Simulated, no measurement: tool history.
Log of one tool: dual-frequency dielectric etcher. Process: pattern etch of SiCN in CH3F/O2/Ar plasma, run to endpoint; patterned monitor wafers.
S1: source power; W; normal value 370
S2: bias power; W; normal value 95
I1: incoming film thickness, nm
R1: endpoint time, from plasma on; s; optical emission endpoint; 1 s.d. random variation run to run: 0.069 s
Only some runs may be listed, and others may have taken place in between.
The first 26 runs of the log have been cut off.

run    hour   S1   S2    I1    R1
 27   807.2  340   88  7.80  20.3
 28   821.2  320  101  7.76  19.3
      831.0  -- bias power generator calibrated, repeated, since the last time left the tool worse
 29   840.7  310   74  7.79  22.7
 30   856.1  420  104  7.80  17.0
 31   886.1  370   95  7.79  18.4
 32   985.6  330   95  7.88  19.4
 33  1008.9  370   71  7.87  22.0
 34  1026.0  370   95  7.76  18.3

5 ways to go on from here, each from the tool as it stands after run 34. What would each give?
  A  1026.4  430   95  7.81   ?
  B  1026.4  410   95  7.81   ?
  C  1026.4  280  118  7.81   ?
  D  1026.4  280   95  7.81   ?
  E  1026.4  430  119  7.81   ?

run    R1
  A  17.6
  B  17.9
  C  18.0
  D  20.3
  E  15.6
Without the tool's hidden state the same runs would have given:
run    R1
  A  17.7
  B  17.9
  C  18.1
  D  20.3
  E  15.6
